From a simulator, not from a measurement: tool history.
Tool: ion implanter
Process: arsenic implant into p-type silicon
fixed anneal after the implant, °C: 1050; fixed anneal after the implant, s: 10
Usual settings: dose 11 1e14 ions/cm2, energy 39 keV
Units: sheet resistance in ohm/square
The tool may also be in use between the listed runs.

run,day,dose,energy,wafers since the last listed run,hours since the last dose calibration,hours since the extraction supply was calibrated,hours since the gauge calibration,"read-back reference wafer on the same gauge, sheet resistance",sheet resistance
1,0,11,39,0,668,4400.5,1400.7,114.98,110.45
2,2.917,11,39,946,738,4470.5,1470.7,115.01,110.16
3,5.558,11,39,857,801.4,4533.9,1534.1,114.85,108.68
4,8.483,11,39,949,871.6,4604.1,1604.3,115.06,109.64
5,10.838,11,39,764,928.1,4660.6,1660.8,115.06,108.9
# day 12.896: Faraday cup replaced and dose calibrated
6,14.279,12.55,32.5,1009,33.2,4743.2,1743.4,115.01,104.78
7,16.092,12.55,32.5,588,76.7,4786.7,1786.9,115.04,105.23
8,18.829,12.55,32.5,888,142.4,4852.4,1852.6,115.09,104.46
9,25.292,8.88,39,2097,297.5,5007.5,2007.7,114.9,126.34
10,26.904,8.88,39,523,336.2,5046.2,2046.4,114.91,126.41
11,30.633,8.88,39,1210,425.7,5135.7,2135.9,114.93,126.46
12,34.854,8.89,39,1370,527,5237,2237.2,114.94,126.94
13,37.142,11,28.5,742,581.9,5291.9,2292.1,114.94,116.62
14,38.954,8.88,39,588,625.4,5335.4,2335.6,114.92,126.41
15,43.258,11,39,1397,728.7,5438.7,2438.9,114.96,109.19
16,45.979,11,39,883,794,5504,2504.2,115.11,109.77
# day 48.446: Faraday cup replaced and dose calibrated
17,48.467,13.99,25.5,699,0.5,5563.7,2563.9,114.95,105.65
18,49.929,11,39,474,35.6,5598.8,2599,115.05,109.64
19,53.533,11,32.5,1170,122.1,5685.3,2685.5,114.9,113.63
20,55.738,13.47,42.5,715,175,5738.2,2738.4,115.02,94.91
21,57.917,9.49,34,707,227.3,5790.5,2790.7,115.08,123.99
22,59.625,8.03,27,554,268.3,5831.5,2831.7,115.05,144.18
23,63.604,8.58,39,1291,363.8,5927,2927.2,115.08,128.37
# day 64.996: gauge calibrated
24,65.858,11,39,731,417.9,5981.1,20.7,114.95,109.86
25,67.821,11,39,637,465,6028.2,67.8,114.76,108.78
26,69.588,11.97,51,573,507.4,6070.6,110.2,114.92,98.12
# day 71.242: extraction supply calibrated
27,72.179,8.96,29,733,569.6,22.5,172.4,114.95,132.06
28,74.992,13.64,32.5,913,637.1,90,239.9,114.81,100.44
29,76.738,9.91,45.5,566,679,131.9,281.8,115.11,113.28
30,78.325,11,39,515,717.1,170,319.9,114.98,109.49
31,82.5,13.94,33.5,1355,817.3,270.2,420.1,114.84,98.15
32,85.842,13.98,46,1084,897.5,350.4,500.3,115.01,90.42
33,89.142,11,28,1071,976.7,429.6,579.5,114.98,116.88
34,90.862,14.28,33,558,1018,470.9,620.8,114.96,98.27
35,92.475,8.48,51.5,523,1056.7,509.6,659.5,115.05,125
# day 94.742: Faraday cup replaced and dose calibrated
36,96.529,9.99,47,1207,42.9,606.9,756.8,114.95,113.1
37,99.6,8.89,32.5,996,116.6,680.6,830.5,114.86,130.43

How the hidden state differs across the entries between the runs, from the last listed run before each to the first after it:
Between runs 5 and 6: Faraday cup replaced and dose calibrated (day 12.896)
  no hidden state differs between the two runs
Between runs 16 and 17: Faraday cup replaced and dose calibrated (day 48.446)
  no hidden state differs between the two runs
Between runs 23 and 24: gauge calibrated (day 64.996)
  no hidden state differs between the two runs
Between runs 26 and 27: extraction supply calibrated (day 71.242)
  no hidden state differs between the two runs
Between runs 35 and 36: Faraday cup replaced and dose calibrated (day 94.742)
  no hidden state differs between the two runs

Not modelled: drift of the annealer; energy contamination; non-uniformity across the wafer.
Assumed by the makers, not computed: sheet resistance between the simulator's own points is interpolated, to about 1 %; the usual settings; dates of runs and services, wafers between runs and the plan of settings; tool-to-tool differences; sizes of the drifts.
